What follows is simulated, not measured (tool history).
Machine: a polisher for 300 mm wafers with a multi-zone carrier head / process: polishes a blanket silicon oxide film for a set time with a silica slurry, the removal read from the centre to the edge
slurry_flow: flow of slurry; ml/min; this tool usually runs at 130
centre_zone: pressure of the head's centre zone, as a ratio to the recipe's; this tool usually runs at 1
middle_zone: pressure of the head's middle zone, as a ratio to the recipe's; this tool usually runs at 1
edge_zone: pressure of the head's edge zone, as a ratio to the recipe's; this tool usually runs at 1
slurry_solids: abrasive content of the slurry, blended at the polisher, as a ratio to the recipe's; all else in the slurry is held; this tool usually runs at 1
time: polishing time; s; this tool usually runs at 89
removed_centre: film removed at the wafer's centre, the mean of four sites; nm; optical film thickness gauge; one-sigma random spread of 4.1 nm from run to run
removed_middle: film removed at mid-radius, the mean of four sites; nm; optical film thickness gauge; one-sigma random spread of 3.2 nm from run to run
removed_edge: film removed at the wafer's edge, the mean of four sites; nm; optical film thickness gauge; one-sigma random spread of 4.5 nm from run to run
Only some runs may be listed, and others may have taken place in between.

run   hour  slurry_flow  centre_zone  middle_zone  edge_zone  slurry_solids  time  incoming thickness of the incoming film, nm  removed_centre  removed_middle  removed_edge
  1      0          130            1            1       0.96              1    89                                       1121.7           338.9           375.1         347.1
      16.5  -- worn pad replaced by a new one
  2     35          130            1            1       1.08              1   101                                       1120.2           385.6           430.6         425.8
  3   71.3          130            1            1          1              1    89                                       1092.9           338.5           372.5         368.6
  4  129.1          130            1            1          1              1    89                                       1115.3           334.2             377         370.3
  5  169.1          130            1            1          1              1    89                                       1093.3             338             372         363.8
     192.5  -- worn pad replaced by a new one
  6  203.1          130            1            1       1.06              1    89                                       1105.3           336.7           376.2         374.8
  7  251.9          130            1            1       1.06              1    89                                       1107.5           332.6           377.1           379
  8  317.7          130            1            1          1              1    89                                       1106.2           338.2           377.6           365
     365.2  -- worn pad replaced by a new one
  9  365.7          130            1            1          1              1    89                                       1124.9           330.4           375.1         363.5
     389.7  -- edge zone pressure recalibrated
     409.1  -- carrier head's membrane replaced by a new one
 10  424.7          130            1            1          1              1    89                                       1104.8           333.2           375.8         365.4
     449.9  -- slurry nozzle cleaned
 11  543.6          115            1            1          1              1    89                                       1101.3           324.9             368         361.6
     558.2  -- centre zone pressure recalibrated
     575.8  -- worn pad replaced by a new one
 12  576.3          130            1         0.94       0.96              1    89                                       1089.7           368.3             357         362.8
 13  625.5          130            1            1       0.88              1    89                                       1109.8           369.9           374.7         350.3
 14  658.4          130            1            1          1            1.1    89                                       1120.8           376.9           389.1         377.1
 15  689.1          130            1            1          1              1    89                                       1087.6           367.3           373.1         365.4
 16  729.1          130         0.91            1          1              1    89                                       1114.4             323           370.8         358.3
     761.2  -- worn pad replaced by a new one
 17  774.4          130            1            1          1              1    89                                       1090.5           354.9           375.3         376.6

Run 18 has not been measured yet. What should we expect?
 18  842.7          130         1.05         1.07          1              1    89                                       1119.2               ?               ?             ?

{"run 18": {"removed_centre": 376.7, "removed_middle": 391.1, "removed_edge": 366.1}}
The same run, on a tool lacking any hidden state, would have yielded removed_centre 388.8 nm, removed_middle 391.1 nm, removed_edge 366.1 nm.
